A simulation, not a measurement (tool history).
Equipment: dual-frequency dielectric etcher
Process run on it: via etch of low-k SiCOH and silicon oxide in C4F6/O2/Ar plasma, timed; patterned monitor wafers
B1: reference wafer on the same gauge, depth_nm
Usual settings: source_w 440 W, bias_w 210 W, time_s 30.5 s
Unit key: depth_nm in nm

Run 1, hour 0.0: usual settings but bias_w 229 W; B1 64.9. Result: depth_nm 74.7 nm.
Run 2, hour 10.2: usual settings but bias_w 229 W; B1 64.9. Result: depth_nm 73.8 nm.
Run 3, hour 17.4: usual settings but bias_w 229 W; B1 64.8. Result: depth_nm 74.8 nm.
Run 4, hour 27.9: usual settings; B1 64.9. Result: depth_nm 72.0 nm.
At hour 43.7: source power generator calibrated.
Run 5, hour 44.6: usual settings; B1 64.9. Result: depth_nm 71.7 nm.
At hour 52.3: gauge calibrated.
At hour 71.1: upper electrode replaced.
Run 6, hour 71.6: usual settings; B1 64.9. Result: depth_nm 71.5 nm.
Run 7, hour 72.3: usual settings; B1 64.9. Result: depth_nm 71.2 nm.
At hour 101.5: wet clean of the chamber.
Run 8, hour 102.0: usual settings; B1 64.9. Result: depth_nm 73.4 nm.
Run 9, hour 102.3: usual settings but bias_w 189 W; B1 64.9. Result: depth_nm 71.3 nm.
Run 10, hour 119.4: usual settings but source_w 480 W; B1 64.9. Result: depth_nm 78.4 nm.
Run 11, hour 132.5: usual settings but bias_w 162 W, time_s 25.5 s; B1 64.9. Result: depth_nm 56.9 nm.
Run 12, hour 139.1: usual settings but source_w 470 W, bias_w 159 W, time_s 25.0 s; B1 64.9. Result: depth_nm 56.6 nm.
Run 13, hour 149.0: usual settings but source_w 360 W, bias_w 195 W; B1 64.9. Result: depth_nm 64.2 nm.
Run 14, hour 166.9: usual settings but bias_w 234 W; B1 64.8. Result: depth_nm 77.3 nm.
Run 15, hour 181.0: usual settings but source_w 500 W, bias_w 169 W, time_s 37.0 s; B1 64.9. Result: depth_nm 88.4 nm.
Run 16, hour 197.1: usual settings but source_w 360 W, bias_w 225 W, time_s 35.0 s; B1 65.0. Result: depth_nm 77.4 nm.
At hour 214.0: bias power generator calibrated.
Run 17, hour 214.5: usual settings but source_w 380 W, bias_w 170 W, time_s 24.0 s; B1 64.8. Result: depth_nm 49.2 nm.
Run 18, hour 224.1: usual settings but source_w 380 W, bias_w 183 W, time_s 24.5 s; B1 65.0. Result: depth_nm 51.4 nm.
Run 19, hour 233.4: usual settings but bias_w 191 W; B1 64.8. Result: depth_nm 70.3 nm.
Run 20, hour 239.9: usual settings but source_w 490 W, bias_w 226 W, time_s 36.0 s; B1 64.9. Result: depth_nm 94.4 nm.
Run 21, hour 246.5: usual settings; B1 64.8. Result: depth_nm 73.0 nm.
Run 22, hour 252.8: usual settings; B1 64.9. Result: depth_nm 73.7 nm.
Run 23, hour 266.9: usual settings but source_w 550 W, bias_w 189 W, time_s 37.5 s; B1 64.9. Result: depth_nm 97.9 nm.
Run 24, hour 282.1: usual settings; B1 65.0. Result: depth_nm 72.7 nm.
Run 25, hour 296.5: usual settings but source_w 390 W; B1 64.8. Result: depth_nm 68.3 nm.
Run 26, hour 312.2: usual settings but source_w 400 W, bias_w 160 W, time_s 35.5 s; B1 64.9. Result: depth_nm 73.1 nm.
Run 27, hour 329.6: usual settings but time_s 27.5 s; B1 64.9. Result: depth_nm 65.1 nm.
Run 28, hour 341.5: usual settings but bias_w 231 W; B1 64.8. Result: depth_nm 75.8 nm.
At hour 342.9: gauge calibrated.
Run 29, hour 348.7: usual settings but source_w 380 W, bias_w 183 W, time_s 24.5 s; B1 64.9. Result: depth_nm 50.9 nm.
Run 30, hour 360.8: usual settings; B1 64.9. Result: depth_nm 72.8 nm.

Forecast each of these 4 alternatives for the next run:
Run A, hour 361.2: usual settings but time_s 22.5 s; B1 ?. Result: depth_nm ?.
Run B, hour 361.2: usual settings but source_w 510 W; B1 ?. Result: depth_nm ?.
Run C, hour 361.2: usual settings but source_w 490 W, bias_w 184 W; B1 ?. Result: depth_nm ?.
Run D, hour 361.2: usual settings but source_w 390 W, bias_w 243 W, time_s 23.5 s; B1 ?. Result: depth_nm ?.

run    B1  depth_nm
  A  64.9      53.8
  B  64.9      79.0
  C  64.9      73.6
  D  64.9      55.5
With no hidden state in the tool, these same runs would have given:
run  depth_nm
  A      55.1
  B      80.9
  C      75.3
  D      56.8
